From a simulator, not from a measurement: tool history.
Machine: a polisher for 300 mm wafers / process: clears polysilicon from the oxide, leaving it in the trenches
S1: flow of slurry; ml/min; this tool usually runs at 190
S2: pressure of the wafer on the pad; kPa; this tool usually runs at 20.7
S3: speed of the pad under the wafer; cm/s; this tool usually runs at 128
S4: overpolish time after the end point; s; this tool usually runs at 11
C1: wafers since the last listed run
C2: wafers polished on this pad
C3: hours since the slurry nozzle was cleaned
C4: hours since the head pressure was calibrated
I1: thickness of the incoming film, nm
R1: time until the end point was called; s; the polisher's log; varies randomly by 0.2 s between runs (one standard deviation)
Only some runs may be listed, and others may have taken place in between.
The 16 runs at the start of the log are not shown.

run	hour	S1	S2	S3	S4	C1	C2	C3	C4	I1	R1
17	233.6	170	27.6	102	8	121	476	71.3	115	376.7	17.6
18	242.6	190	20.7	128	11	98	575	80.3	124	380.9	18.1
19	256.7	190	16.5	90	14	154	729	94.4	138.1	382.7	31.1
20	270.2	255	20.7	128	6	148	878	107.9	151.6	382.1	17.6
21	277.8	190	20.7	162	17	83	961	115.5	159.2	387.2	14.1
22	295.4	155	20.7	128	11	193	1154	133.1	176.8	373.9	18
23	303.3	190	20.7	128	11	86	1241	141	184.7	374.8	17.2
24	310.1	255	24.1	114	7	74	1315	147.8	191.5	380.7	16.9
25	320.5	190	20.7	98	11	114	1430	158.2	201.9	379.6	23.2
# hour 324.7: worn pad replaced by a new one
26	333.4	190	26.2	128	11	97	95	171.1	214.8	377.8	14.3
27	340	190	20.7	128	11	72	167	177.7	221.4	381.9	17.9
28	354.1	190	20.7	128	11	154	322	191.8	235.5	388.6	18.6
29	369.6	165	26.2	106	14	170	492	207.3	251	381.7	17.9
30	382.5	190	20.7	128	11	141	634	220.2	263.9	381.2	18
31	416.3	145	20.7	110	15	370	1004	254	297.7	381.9	22.5
32	422.9	190	24.8	128	11	72	1077	260.6	304.3	383.9	15.6
# hour 430: worn pad replaced by a new one
33	436.5	250	24.1	128	14	105	71	274.2	317.9	378.6	15.1
34	446.2	150	20.7	128	11	106	177	283.9	327.6	379.6	19.3

5 ways to go on from here, each from the tool as it stands after run 34. What would each give?
A	446.6	190	18.6	128	11	4	181	284.3	328	376.5	?
B	446.6	210	14.5	128	11	4	181	284.3	328	376.5	?
C	446.6	190	15.9	108	14	4	181	284.3	328	376.5	?
D	446.6	225	20.7	128	11	4	181	284.3	328	376.5	?
E	446.6	190	26.9	128	11	4	181	284.3	328	376.5	?

run	R1
A	19.5
B	24
C	26.7
D	17.4
E	14
With no hidden state in the tool, these same runs would have given:
run	R1
A	18.8
B	23.1
C	25.6
D	16.8
E	13.5
